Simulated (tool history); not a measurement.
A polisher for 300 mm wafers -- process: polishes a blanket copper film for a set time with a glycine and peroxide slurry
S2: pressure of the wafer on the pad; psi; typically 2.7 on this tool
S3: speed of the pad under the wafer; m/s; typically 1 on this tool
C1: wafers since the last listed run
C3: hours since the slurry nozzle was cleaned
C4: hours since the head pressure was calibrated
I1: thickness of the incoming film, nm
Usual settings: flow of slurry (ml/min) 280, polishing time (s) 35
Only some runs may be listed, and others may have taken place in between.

{"run": 1, "hour": 0.0, "flow of slurry (ml/min)": 280, "S2": 2.7, "S3": 1.2, "polishing time (s)": 35, "C1": 0, "wafers polished on this pad": 269, "C3": 350, "C4": 428.3, "I1": 1822.6, "film removed (Å)": 2412}
{"run": 2, "hour": 35.9, "flow of slurry (ml/min)": 280, "S2": 2.7, "S3": 1, "polishing time (s)": 35, "C1": 381, "wafers polished on this pad": 650, "C3": 385.9, "C4": 464.2, "I1": 1828.3, "film removed (Å)": 2033}
{"run": 3, "hour": 85.8, "flow of slurry (ml/min)": 280, "S2": 2.7, "S3": 1, "polishing time (s)": 35, "C1": 530, "wafers polished on this pad": 1180, "C3": 435.8, "C4": 514.1, "I1": 1842.5, "film removed (Å)": 2004}
{"run": 4, "hour": 115.8, "flow of slurry (ml/min)": 320, "S2": 2.7, "S3": 0.72, "polishing time (s)": 35, "C1": 318, "wafers polished on this pad": 1499, "C3": 465.8, "C4": 544.1, "I1": 1843.5, "film removed (Å)": 1535}
{"run": 5, "hour": 129.4, "flow of slurry (ml/min)": 280, "S2": 2.7, "S3": 1, "polishing time (s)": 35, "C1": 144, "wafers polished on this pad": 1644, "C3": 479.4, "C4": 557.7, "I1": 1804.7, "film removed (Å)": 1958}
{"run": 6, "hour": 150.4, "flow of slurry (ml/min)": 280, "S2": 2.7, "S3": 1, "polishing time (s)": 35, "C1": 223, "wafers polished on this pad": 1867, "C3": 500.4, "C4": 578.7, "I1": 1853.9, "film removed (Å)": 1950}
{"hour": 162.1, "done": "worn pad replaced by a new one"}
{"run": 7, "hour": 186.0, "flow of slurry (ml/min)": 280, "S2": 2.7, "S3": 1, "polishing time (s)": 35, "C1": 335, "wafers polished on this pad": 253, "C3": 536, "C4": 614.3, "I1": 1845.9, "film removed (Å)": 1761}
{"run": 8, "hour": 219.3, "flow of slurry (ml/min)": 280, "S2": 2.7, "S3": 1, "polishing time (s)": 35, "C1": 353, "wafers polished on this pad": 607, "C3": 569.3, "C4": 647.6, "I1": 1843.3, "film removed (Å)": 1782}
{"run": 9, "hour": 241.4, "flow of slurry (ml/min)": 280, "S2": 2.7, "S3": 1, "polishing time (s)": 35, "C1": 234, "wafers polished on this pad": 842, "C3": 591.4, "C4": 669.7, "I1": 1843.4, "film removed (Å)": 1772}
{"hour": 271.0, "done": "head pressure recalibrated"}
{"hour": 276.2, "done": "slurry nozzle cleaned"}
{"run": 10, "hour": 277.2, "flow of slurry (ml/min)": 280, "S2": 2.7, "S3": 1, "polishing time (s)": 35, "C1": 348, "wafers polished on this pad": 1191, "C3": 1, "C4": 6.2, "I1": 1863.1, "film removed (Å)": 1744}
{"run": 11, "hour": 290.4, "flow of slurry (ml/min)": 280, "S2": 2.7, "S3": 1, "polishing time (s)": 35, "C1": 140, "wafers polished on this pad": 1331, "C3": 14.2, "C4": 19.4, "I1": 1828.1, "film removed (Å)": 1751}
{"hour": 299.0, "done": "worn pad replaced by a new one, repeated, since the last time left the tool worse"}
{"run": 12, "hour": 306.3, "flow of slurry (ml/min)": 280, "S2": 2.7, "S3": 0.9, "polishing time (s)": 35, "C1": 126, "wafers polished on this pad": 78, "C3": 30.1, "C4": 35.3, "I1": 1821, "film removed (Å)": 1937}
{"run": 13, "hour": 327.5, "flow of slurry (ml/min)": 280, "S2": 2.7, "S3": 0.9, "polishing time (s)": 35, "C1": 225, "wafers polished on this pad": 303, "C3": 51.3, "C4": 56.5, "I1": 1869.5, "film removed (Å)": 1898}
{"run": 14, "hour": 350.6, "flow of slurry (ml/min)": 280, "S2": 2.7, "S3": 0.9, "polishing time (s)": 35, "C1": 245, "wafers polished on this pad": 548, "C3": 74.4, "C4": 79.6, "I1": 1850.6, "film removed (Å)": 1828}
{"run": 15, "hour": 379.9, "flow of slurry (ml/min)": 280, "S2": 2.7, "S3": 1, "polishing time (s)": 35, "C1": 311, "wafers polished on this pad": 860, "C3": 103.7, "C4": 108.9, "I1": 1836.2, "film removed (Å)": 2011}
{"run": 16, "hour": 412.6, "flow of slurry (ml/min)": 280, "S2": 2.7, "S3": 1, "polishing time (s)": 35, "C1": 347, "wafers polished on this pad": 1207, "C3": 136.4, "C4": 141.6, "I1": 1839, "film removed (Å)": 1987}
{"run": 17, "hour": 436.1, "flow of slurry (ml/min)": 280, "S2": 2.7, "S3": 1, "polishing time (s)": 35, "C1": 249, "wafers polished on this pad": 1457, "C3": 159.9, "C4": 165.1, "I1": 1822.4, "film removed (Å)": 1981}
{"run": 18, "hour": 450.3, "flow of slurry (ml/min)": 280, "S2": 3.1, "S3": 1, "polishing time (s)": 35, "C1": 150, "wafers polished on this pad": 1608, "C3": 174.1, "C4": 179.3, "I1": 1812.7, "film removed (Å)": 2228}
{"run": 19, "hour": 480.0, "flow of slurry (ml/min)": 280, "S2": 2.7, "S3": 1, "polishing time (s)": 35, "C1": 315, "wafers polished on this pad": 1924, "C3": 203.8, "C4": 209, "I1": 1860.9, "film removed (Å)": 1924}
{"run": 20, "hour": 501.9, "flow of slurry (ml/min)": 280, "S2": 2.7, "S3": 1, "polishing time (s)": 35, "C1": 232, "wafers polished on this pad": 2156, "C3": 225.7, "C4": 230.9, "I1": 1872.5, "film removed (Å)": 1882}
{"run": 21, "hour": 516.2, "flow of slurry (ml/min)": 335, "S2": 3.5, "S3": 1.26, "polishing time (s)": 42, "C1": 151, "wafers polished on this pad": 2308, "C3": 240, "C4": 245.2, "I1": 1837.5, "film removed (Å)": 3534}
{"run": 22, "hour": 532.0, "flow of slurry (ml/min)": 280, "S2": 3.4, "S3": 0.84, "polishing time (s)": 35, "C1": 167, "wafers polished on this pad": 2476, "C3": 255.8, "C4": 261, "I1": 1828.7, "film removed (Å)": 1919}
{"hour": 546.0, "done": "worn pad replaced by a new one"}
{"run": 23, "hour": 562.1, "flow of slurry (ml/min)": 205, "S2": 3.3, "S3": 1, "polishing time (s)": 35, "C1": 277, "wafers polished on this pad": 171, "C3": 285.9, "C4": 291.1, "I1": 1826, "film removed (Å)": 2279}
{"run": 24, "hour": 596.1, "flow of slurry (ml/min)": 280, "S2": 2.7, "S3": 1, "polishing time (s)": 35, "C1": 361, "wafers polished on this pad": 532, "C3": 319.9, "C4": 325.1, "I1": 1826.9, "film removed (Å)": 2033}
{"run": 25, "hour": 618.4, "flow of slurry (ml/min)": 280, "S2": 2.7, "S3": 1, "polishing time (s)": 35, "C1": 236, "wafers polished on this pad": 769, "C3": 342.2, "C4": 347.4, "I1": 1838.7, "film removed (Å)": 2008}
{"run": 26, "hour": 643.4, "flow of slurry (ml/min)": 280, "S2": 2.7, "S3": 1, "polishing time (s)": 35, "C1": 265, "wafers polished on this pad": 1035, "C3": 367.2, "C4": 372.4, "I1": 1842.6, "film removed (Å)": 1994}
{"run": 27, "hour": 669.5, "flow of slurry (ml/min)": 370, "S2": 2.4, "S3": 0.72, "polishing time (s)": 44, "C1": 277, "wafers polished on this pad": 1312, "C3": 393.3, "C4": 398.5, "I1": 1821.4, "film removed (Å)": 1752}
{"run": 28, "hour": 692.9, "flow of slurry (ml/min)": 280, "S2": 1.8, "S3": 1, "polishing time (s)": 35, "C1": 248, "wafers polished on this pad": 1561, "C3": 416.7, "C4": 421.9, "I1": 1867.7, "film removed (Å)": 1433}
{"run": 29, "hour": 725.0, "flow of slurry (ml/min)": 185, "S2": 3.2, "S3": 0.76, "polishing time (s)": 31, "C1": 341, "wafers polished on this pad": 1902, "C3": 448.8, "C4": 454, "I1": 1809.1, "film removed (Å)": 1529}
{"hour": 730.0, "done": "worn pad replaced by a new one"}
{"run": 30, "hour": 740.5, "flow of slurry (ml/min)": 280, "S2": 2.7, "S3": 0.78, "polishing time (s)": 35, "C1": 122, "wafers polished on this pad": 111, "C3": 464.3, "C4": 469.5, "I1": 1819.9, "film removed (Å)": 1607}
{"run": 31, "hour": 757.5, "flow of slurry (ml/min)": 215, "S2": 2.2, "S3": 1, "polishing time (s)": 31, "C1": 180, "wafers polished on this pad": 292, "C3": 481.3, "C4": 486.5, "I1": 1807.4, "film removed (Å)": 1504}
{"run": 32, "hour": 785.3, "flow of slurry (ml/min)": 280, "S2": 3.1, "S3": 1, "polishing time (s)": 30, "C1": 295, "wafers polished on this pad": 587, "C3": 509.1, "C4": 514.3, "I1": 1833.7, "film removed (Å)": 1915}
{"run": 33, "hour": 818.4, "flow of slurry (ml/min)": 330, "S2": 3.4, "S3": 0.68, "polishing time (s)": 30, "C1": 351, "wafers polished on this pad": 939, "C3": 542.2, "C4": 547.4, "I1": 1836, "film removed (Å)": 1502}

For run 34, what comes out?
{"run": 34, "hour": 836.6, "flow of slurry (ml/min)": 280, "S2": 2.7, "S3": 1, "polishing time (s)": 35, "C1": 193, "wafers polished on this pad": 1133, "C3": 560.4, "C4": 565.6, "I1": 1809.6, "film removed (Å)": "?"}

Run 34 measured film removed (Å) 1957.
Take away the tool's hidden state, keep the run-to-run variation as it was, and the same run would have given film removed (Å) 2017.
